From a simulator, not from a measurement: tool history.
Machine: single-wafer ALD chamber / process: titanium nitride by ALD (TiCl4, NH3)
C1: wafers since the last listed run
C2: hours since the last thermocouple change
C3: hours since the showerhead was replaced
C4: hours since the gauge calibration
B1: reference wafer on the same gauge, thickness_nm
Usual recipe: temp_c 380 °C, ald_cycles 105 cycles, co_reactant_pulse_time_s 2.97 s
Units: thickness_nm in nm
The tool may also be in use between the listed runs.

{"run": 1, "day": 0.0, "temp_c": 376, "ald_cycles": 105, "co_reactant_pulse_time_s": 3.91, "C1": 0, "C2": 1140.0, "C3": 2563.9, "C4": 900.0, "B1": 2.7, "thickness_nm": 2.365}
{"day": 3.967, "done": "thermocouple changed; heater temperature recalibrated"}
{"run": 2, "day": 4.288, "temp_c": 376, "ald_cycles": 89, "co_reactant_pulse_time_s": 2.97, "C1": 180, "C2": 7.7, "C3": 2666.8, "C4": 1002.9, "B1": 2.7, "thickness_nm": 1.956}
{"run": 3, "day": 9.1, "temp_c": 376, "ald_cycles": 89, "co_reactant_pulse_time_s": 2.97, "C1": 219, "C2": 123.2, "C3": 2782.3, "C4": 1118.4, "B1": 2.701, "thickness_nm": 1.951}
{"run": 4, "day": 11.196, "temp_c": 376, "ald_cycles": 89, "co_reactant_pulse_time_s": 2.97, "C1": 95, "C2": 173.5, "C3": 2832.6, "C4": 1168.7, "B1": 2.701, "thickness_nm": 1.955}
{"run": 5, "day": 14.725, "temp_c": 380, "ald_cycles": 105, "co_reactant_pulse_time_s": 2.97, "C1": 161, "C2": 258.2, "C3": 2917.3, "C4": 1253.4, "B1": 2.701, "thickness_nm": 2.319}
{"run": 6, "day": 16.388, "temp_c": 383, "ald_cycles": 105, "co_reactant_pulse_time_s": 3.64, "C1": 75, "C2": 298.1, "C3": 2957.2, "C4": 1293.3, "B1": 2.7, "thickness_nm": 2.345}
{"run": 7, "day": 20.238, "temp_c": 380, "ald_cycles": 105, "co_reactant_pulse_time_s": 2.97, "C1": 175, "C2": 390.5, "C3": 3049.6, "C4": 1385.7, "B1": 2.699, "thickness_nm": 2.318}
{"run": 8, "day": 23.033, "temp_c": 380, "ald_cycles": 105, "co_reactant_pulse_time_s": 2.97, "C1": 127, "C2": 457.6, "C3": 3116.7, "C4": 1452.8, "B1": 2.701, "thickness_nm": 2.316}
{"run": 9, "day": 35.917, "temp_c": 380, "ald_cycles": 105, "co_reactant_pulse_time_s": 3.7, "C1": 588, "C2": 766.8, "C3": 3425.9, "C4": 1762.0, "B1": 2.699, "thickness_nm": 2.346}
{"run": 10, "day": 39.638, "temp_c": 380, "ald_cycles": 105, "co_reactant_pulse_time_s": 3.7, "C1": 169, "C2": 856.1, "C3": 3515.2, "C4": 1851.3, "B1": 2.701, "thickness_nm": 2.343}
{"run": 11, "day": 50.25, "temp_c": 380, "ald_cycles": 105, "co_reactant_pulse_time_s": 3.7, "C1": 484, "C2": 1110.8, "C3": 3769.9, "C4": 2106.0, "B1": 2.7, "thickness_nm": 2.34}
{"run": 12, "day": 52.246, "temp_c": 391, "ald_cycles": 105, "co_reactant_pulse_time_s": 2.97, "C1": 91, "C2": 1158.7, "C3": 3817.8, "C4": 2153.9, "B1": 2.701, "thickness_nm": 2.326}
{"run": 13, "day": 55.15, "temp_c": 391, "ald_cycles": 105, "co_reactant_pulse_time_s": 2.97, "C1": 132, "C2": 1228.4, "C3": 3887.5, "C4": 2223.6, "B1": 2.7, "thickness_nm": 2.331}
{"run": 14, "day": 58.154, "temp_c": 380, "ald_cycles": 105, "co_reactant_pulse_time_s": 2.97, "C1": 137, "C2": 1300.5, "C3": 3959.6, "C4": 2295.7, "B1": 2.701, "thickness_nm": 2.313}
{"day": 59.583, "done": "thermocouple changed; heater temperature recalibrated"}
{"run": 15, "day": 60.683, "temp_c": 380, "ald_cycles": 105, "co_reactant_pulse_time_s": 2.97, "C1": 100, "C2": 26.4, "C3": 4020.3, "C4": 2356.4, "B1": 2.7, "thickness_nm": 2.323}
{"run": 16, "day": 63.438, "temp_c": 380, "ald_cycles": 105, "co_reactant_pulse_time_s": 2.97, "C1": 125, "C2": 92.5, "C3": 4086.4, "C4": 2422.5, "B1": 2.699, "thickness_nm": 2.314}
{"run": 17, "day": 67.479, "temp_c": 389, "ald_cycles": 105, "co_reactant_pulse_time_s": 2.97, "C1": 184, "C2": 189.5, "C3": 4183.4, "C4": 2519.5, "B1": 2.698, "thickness_nm": 2.327}
{"run": 18, "day": 71.892, "temp_c": 389, "ald_cycles": 105, "co_reactant_pulse_time_s": 2.97, "C1": 201, "C2": 295.4, "C3": 4289.3, "C4": 2625.4, "B1": 2.7, "thickness_nm": 2.324}
{"run": 19, "day": 76.212, "temp_c": 380, "ald_cycles": 94, "co_reactant_pulse_time_s": 3.5, "C1": 197, "C2": 399.1, "C3": 4393.0, "C4": 2729.1, "B1": 2.698, "thickness_nm": 2.098}
{"run": 20, "day": 78.696, "temp_c": 368, "ald_cycles": 105, "co_reactant_pulse_time_s": 2.08, "C1": 113, "C2": 458.7, "C3": 4452.6, "C4": 2788.7, "B1": 2.7, "thickness_nm": 2.197}
{"run": 21, "day": 82.238, "temp_c": 380, "ald_cycles": 105, "co_reactant_pulse_time_s": 2.97, "C1": 161, "C2": 543.7, "C3": 4537.6, "C4": 2873.7, "B1": 2.698, "thickness_nm": 2.315}
{"run": 22, "day": 85.888, "temp_c": 391, "ald_cycles": 122, "co_reactant_pulse_time_s": 2.34, "C1": 166, "C2": 631.3, "C3": 4625.2, "C4": 2961.3, "B1": 2.7, "thickness_nm": 2.65}
{"run": 23, "day": 87.812, "temp_c": 390, "ald_cycles": 96, "co_reactant_pulse_time_s": 1.97, "C1": 87, "C2": 677.5, "C3": 4671.4, "C4": 3007.5, "B1": 2.699, "thickness_nm": 2.051}
{"run": 24, "day": 91.483, "temp_c": 387, "ald_cycles": 115, "co_reactant_pulse_time_s": 3.91, "C1": 167, "C2": 765.6, "C3": 4759.5, "C4": 3095.6, "B1": 2.701, "thickness_nm": 2.583}
{"run": 25, "day": 93.65, "temp_c": 395, "ald_cycles": 96, "co_reactant_pulse_time_s": 3.69, "C1": 98, "C2": 817.6, "C3": 4811.5, "C4": 3147.6, "B1": 2.699, "thickness_nm": 2.159}
{"day": 95.779, "done": "showerhead replaced"}
{"day": 96.917, "done": "gauge calibrated"}
{"run": 26, "day": 103.492, "temp_c": 386, "ald_cycles": 94, "co_reactant_pulse_time_s": 3.68, "C1": 434, "C2": 1053.8, "C3": 185.1, "C4": 157.8, "B1": 2.7, "thickness_nm": 2.101}
{"day": 105.233, "done": "thermocouple changed; heater temperature recalibrated"}
{"run": 27, "day": 107.404, "temp_c": 393, "ald_cycles": 105, "co_reactant_pulse_time_s": 2.55, "C1": 163, "C2": 52.1, "C3": 279.0, "C4": 251.7, "B1": 2.7, "thickness_nm": 2.304}
{"run": 28, "day": 109.762, "temp_c": 394, "ald_cycles": 119, "co_reactant_pulse_time_s": 2.97, "C1": 107, "C2": 108.7, "C3": 335.6, "C4": 308.3, "B1": 2.702, "thickness_nm": 2.644}
{"run": 29, "day": 115.108, "temp_c": 394, "ald_cycles": 119, "co_reactant_pulse_time_s": 2.97, "C1": 244, "C2": 237.0, "C3": 463.9, "C4": 436.6, "B1": 2.7, "thickness_nm": 2.643}
{"run": 30, "day": 116.867, "temp_c": 374, "ald_cycles": 105, "co_reactant_pulse_time_s": 3.42, "C1": 80, "C2": 279.2, "C3": 506.1, "C4": 478.8, "B1": 2.7, "thickness_nm": 2.337}
{"run": 31, "day": 122.008, "temp_c": 380, "ald_cycles": 105, "co_reactant_pulse_time_s": 2.97, "C1": 234, "C2": 402.6, "C3": 629.5, "C4": 602.2, "B1": 2.701, "thickness_nm": 2.31}
{"run": 32, "day": 125.842, "temp_c": 380, "ald_cycles": 116, "co_reactant_pulse_time_s": 2.17, "C1": 175, "C2": 494.6, "C3": 721.5, "C4": 694.2, "B1": 2.699, "thickness_nm": 2.485}
{"run": 33, "day": 128.588, "temp_c": 394, "ald_cycles": 105, "co_reactant_pulse_time_s": 3.99, "C1": 125, "C2": 560.5, "C3": 787.4, "C4": 760.1, "B1": 2.7, "thickness_nm": 2.366}
{"run": 34, "day": 130.504, "temp_c": 380, "ald_cycles": 125, "co_reactant_pulse_time_s": 2.12, "C1": 87, "C2": 606.5, "C3": 833.4, "C4": 806.1, "B1": 2.7, "thickness_nm": 2.665}
{"run": 35, "day": 133.604, "temp_c": 380, "ald_cycles": 105, "co_reactant_pulse_time_s": 2.21, "C1": 141, "C2": 680.9, "C3": 907.8, "C4": 880.5, "B1": 2.7, "thickness_nm": 2.237}
{"run": 36, "day": 137.6, "temp_c": 376, "ald_cycles": 89, "co_reactant_pulse_time_s": 2.97, "C1": 182, "C2": 776.8, "C3": 1003.7, "C4": 976.4, "B1": 2.701, "thickness_nm": 1.969}
{"run": 37, "day": 140.496, "temp_c": 386, "ald_cycles": 114, "co_reactant_pulse_time_s": 3.62, "C1": 132, "C2": 846.3, "C3": 1073.2, "C4": 1045.9, "B1": 2.699, "thickness_nm": 2.549}
{"run": 38, "day": 144.292, "temp_c": 366, "ald_cycles": 124, "co_reactant_pulse_time_s": 3.77, "C1": 173, "C2": 937.4, "C3": 1164.3, "C4": 1137.0, "B1": 2.7, "thickness_nm": 2.739}
{"run": 39, "day": 148.154, "temp_c": 367, "ald_cycles": 89, "co_reactant_pulse_time_s": 4.03, "C1": 176, "C2": 1030.1, "C3": 1257.0, "C4": 1229.7, "B1": 2.7, "thickness_nm": 1.975}

Take each entry between the runs: how does the hidden state at the last listed run before it differ from the hidden state at the first listed run after it?
Runs 1 to 2: thermocouple changed; heater temperature recalibrated (day 3.967)
  no difference in the tool's unlogged condition between these two runs
Runs 14 to 15: thermocouple changed; heater temperature recalibrated (day 59.583)
  no difference in the tool's unlogged condition between these two runs
Runs 25 to 26: showerhead replaced (day 95.779); gauge calibrated (day 96.917)
  no difference in the tool's unlogged condition between these two runs
Runs 26 to 27: thermocouple changed; heater temperature recalibrated (day 105.233)
  no difference in the tool's unlogged condition between these two runs
